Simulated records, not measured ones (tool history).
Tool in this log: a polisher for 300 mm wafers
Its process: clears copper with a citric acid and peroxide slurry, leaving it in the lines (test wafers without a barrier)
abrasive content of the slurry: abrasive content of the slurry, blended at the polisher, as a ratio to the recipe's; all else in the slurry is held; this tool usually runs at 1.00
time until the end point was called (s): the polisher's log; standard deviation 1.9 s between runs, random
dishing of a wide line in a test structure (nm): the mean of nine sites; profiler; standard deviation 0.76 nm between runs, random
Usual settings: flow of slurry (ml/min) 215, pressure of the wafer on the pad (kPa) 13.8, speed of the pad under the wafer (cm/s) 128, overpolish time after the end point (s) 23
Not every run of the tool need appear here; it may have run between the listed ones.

run	hour	flow of slurry (ml/min)	pressure of the wafer on the pad (kPa)	speed of the pad under the wafer (cm/s)	abrasive content of the slurry	overpolish time after the end point (s)	incoming thickness of the incoming film, nm	time until the end point was called (s)	dishing of a wide line in a test structure (nm)
1	0.0	215	13.8	116	1.00	29	195.9	118.7	36.1
# hour 74.0: slurry blender recalibrated
2	163.6	215	13.8	128	1.25	28	193.0	101.3	38.7
3	212.8	215	13.8	128	1.25	28	194.8	108.5	39.4
4	259.0	215	13.8	128	1.25	28	195.1	108.4	39.1
# hour 343.1: worn pad replaced by a new one
5	362.6	215	13.8	128	1.00	23	196.2	122.7	29.4
6	399.2	215	13.8	128	1.00	18	198.0	117.4	22.9
# hour 466.5: slurry blender recalibrated
7	489.9	215	13.8	128	1.00	18	193.3	122.0	22.2
8	547.9	215	13.8	128	1.00	18	194.8	123.9	23.0
# hour 633.4: head pressure recalibrated
9	644.9	215	13.8	128	1.00	23	193.8	126.7	28.8
# hour 693.6: worn pad replaced by a new one, repeated, since the last time left the tool worse
# hour 708.2: slurry nozzle cleaned
10	722.6	215	13.8	128	1.00	23	197.3	109.9	32.4
11	789.2	215	13.8	128	1.00	23	192.6	109.1	29.9
# hour 831.8: slurry blender recalibrated
12	877.0	215	13.8	128	1.00	23	196.4	110.7	31.2
13	979.7	215	13.8	128	1.00	23	194.2	114.0	30.6
14	1026.0	215	13.8	128	1.00	23	193.9	110.4	31.6
15	1097.5	215	18.6	128	1.00	23	193.6	91.5	39.2
# hour 1140.1: worn pad replaced by a new one
16	1187.4	215	17.9	128	1.00	23	195.1	89.0	40.0
17	1271.7	215	13.8	128	1.00	18	198.3	106.9	25.6
# hour 1275.0: slurry blender recalibrated
18	1368.6	195	13.8	128	1.00	19	194.7	108.3	26.4
19	1405.2	215	17.2	146	1.10	23	198.7	85.2	41.0
# hour 1483.9: worn pad replaced by a new one
20	1484.4	215	13.8	128	1.00	35	194.1	107.1	45.6
21	1569.6	215	13.8	128	1.00	23	197.0	107.6	31.4
# hour 1603.8: head pressure recalibrated
# hour 1658.8: slurry nozzle cleaned
22	1676.9	170	17.2	128	1.00	32	193.1	94.1	47.4
# hour 1729.3: slurry blender recalibrated
23	1729.8	215	13.8	128	1.20	23	194.6	105.7	33.5
24	1789.5	150	13.8	128	1.15	23	197.6	114.4	30.4
25	1856.9	150	13.8	128	1.15	23	196.0	113.4	31.2
# hour 1899.0: worn pad replaced by a new one
26	1949.7	215	13.8	128	1.00	23	196.1	107.4	31.5
27	2012.1	255	11.7	128	1.00	23	193.7	116.2	28.6

Each row is a separate what-if for the run after 27, all from the same tool condition, not one after another. Results?
A	2012.6	215	13.8	128	1.00	15	195.1	?	?
B	2012.6	145	13.8	128	1.25	16	195.1	?	?
C	2012.6	215	10.3	128	1.00	23	195.1	?	?

run	time until the end point was called (s)	dishing of a wide line in a test structure (nm)
A	108.0	21.2
B	105.5	23.0
C	131.0	26.1
With the hidden condition removed and each run's random variation left untouched, the same runs would have given:
run	time until the end point was called (s)	dishing of a wide line in a test structure (nm)
A	105.9	21.6
B	103.4	23.5
C	128.4	26.6

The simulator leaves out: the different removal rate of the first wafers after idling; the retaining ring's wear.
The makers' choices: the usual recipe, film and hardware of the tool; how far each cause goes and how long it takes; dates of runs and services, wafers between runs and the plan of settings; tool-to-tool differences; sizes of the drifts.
